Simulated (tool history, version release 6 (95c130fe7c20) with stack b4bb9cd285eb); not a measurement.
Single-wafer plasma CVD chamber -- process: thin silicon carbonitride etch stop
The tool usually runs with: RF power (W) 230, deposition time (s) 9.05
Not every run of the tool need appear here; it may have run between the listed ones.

run	hour	RF power (W)	deposition time (s)	wafers since the last listed run	hours since the last thermocouple change	hours since the last RF generator calibration	hours since the showerhead was replaced	hours since the gauge calibration	read-back reference wafer on the same gauge, thickness_nm	mean film thickness on the monitor wafer (nm)
1	0	230	9.05	0	1620.2	603.3	6156.7	2219.1	5.904	5.446
2	63.6	220	9.05	1945	1683.8	666.9	6220.3	2282.7	5.908	5.306
3	121.7	230	10.39	1776	1741.9	725	6278.4	2340.8	5.918	6.244
4	158.3	230	10.39	1119	1778.5	761.6	6315	2377.4	5.907	6.247
5	226	230	10.39	2070	1846.2	829.3	6382.7	2445.1	5.911	6.237
6	324.4	240	9.05	3009	1944.6	927.7	6481.1	2543.5	5.908	5.496
7	587.8	230	8.61	8056	2208	1191.1	6744.5	2806.9	5.907	5.147
8	694.5	230	8.61	3263	2314.7	1297.8	6851.2	2913.6	5.91	5.173
# hour 708.4: gauge calibrated
9	759.7	230	8.61	1994	2379.9	1363	6916.4	51.3	5.91	5.194
# hour 794.7: showerhead replaced
10	845.8	230	9.05	2388	2466	1449.1	51.1	137.4	5.912	5.421
11	901.6	230	10.04	1706	2521.8	1504.9	106.9	193.2	5.906	5.994
12	1046.3	230	9.05	4425	2666.5	1649.6	251.6	337.9	5.909	5.375
13	1093	230	9.05	1428	2713.2	1696.3	298.3	384.6	5.912	5.425
14	1159.9	230	9.05	2046	2780.1	1763.2	365.2	451.5	5.911	5.327
15	1202.9	230	9.05	1315	2823.1	1806.2	408.2	494.5	5.904	5.418
16	1298.9	230	8.61	2936	2919.1	1902.2	504.2	590.5	5.909	5.153
17	1346.4	265	9.79	1452	2966.6	1949.7	551.7	638	5.913	6.046
18	1409.5	185	7.6	1929	3029.7	2012.8	614.8	701.1	5.908	4.21
# hour 1456: RF generator calibrated
# hour 1498.8: thermocouple changed; heater temperature recalibrated
19	1505.9	230	9.05	2459	7.1	49.9	711.2	797.5	5.91	5.321
20	1566.1	230	10.63	1841	67.3	110.1	771.4	857.7	5.91	6.213
21	1626.4	215	10.66	1844	127.6	170.4	831.7	918	5.909	6.126
22	1671	200	8.26	1364	172.2	215	876.3	962.6	5.913	4.626
23	1751.6	215	7.97	2465	252.8	295.6	956.9	1043.2	5.907	4.599
24	1803.6	190	7.35	1590	304.8	347.6	1008.9	1095.2	5.91	4.041
25	1840	260	8.19	1113	341.2	384	1045.3	1131.6	5.911	4.964
# hour 1871.9: RF generator calibrated, repeated, since the last time left the tool worse
26	1945.9	210	10.24	2994	447.1	74	1151.2	1237.5	5.912	6.015
27	2006.5	265	9.05	1853	507.7	134.6	1211.8	1298.1	5.912	5.702
28	2104.2	260	10.12	2988	605.4	232.3	1309.5	1395.8	5.909	6.306
29	2156.5	265	10.4	1599	657.7	284.6	1361.8	1448.1	5.906	6.487
30	2239.6	230	9.05	2541	740.8	367.7	1444.9	1531.2	5.91	5.477
31	2279.5	200	8.26	1220	780.7	407.6	1484.8	1571.1	5.906	4.726
32	2381.4	215	8.15	3116	882.6	509.5	1586.7	1673	5.914	4.803
33	2471	195	9.68	2740	972.2	599.1	1676.3	1762.6	5.905	5.543
34	2516	205	10.43	1376	1017.2	644.1	1721.3	1807.6	5.91	6.007

Each row is a separate what-if for the run after 34, all from the same tool condition, not one after another. Results?
A	2516.4	230	9.05	12	1017.6	644.5	1721.7	1808	?	?
B	2516.4	190	10.22	12	1017.6	644.5	1721.7	1808	?	?
C	2516.4	205	10.18	12	1017.6	644.5	1721.7	1808	?	?
D	2516.4	255	10.76	12	1017.6	644.5	1721.7	1808	?	?
E	2516.4	220	7.77	12	1017.6	644.5	1721.7	1808	?	?

run	read-back reference wafer on the same gauge, thickness_nm	mean film thickness on the monitor wafer (nm)
A	5.91	5.441
B	5.91	5.788
C	5.91	5.904
D	5.91	6.679
E	5.91	4.607
Take away the tool's hidden state, keep each run's random variation, and the runs would have read:
run	mean film thickness on the monitor wafer (nm)
A	5.47
B	5.82
C	5.936
D	6.716
E	4.632

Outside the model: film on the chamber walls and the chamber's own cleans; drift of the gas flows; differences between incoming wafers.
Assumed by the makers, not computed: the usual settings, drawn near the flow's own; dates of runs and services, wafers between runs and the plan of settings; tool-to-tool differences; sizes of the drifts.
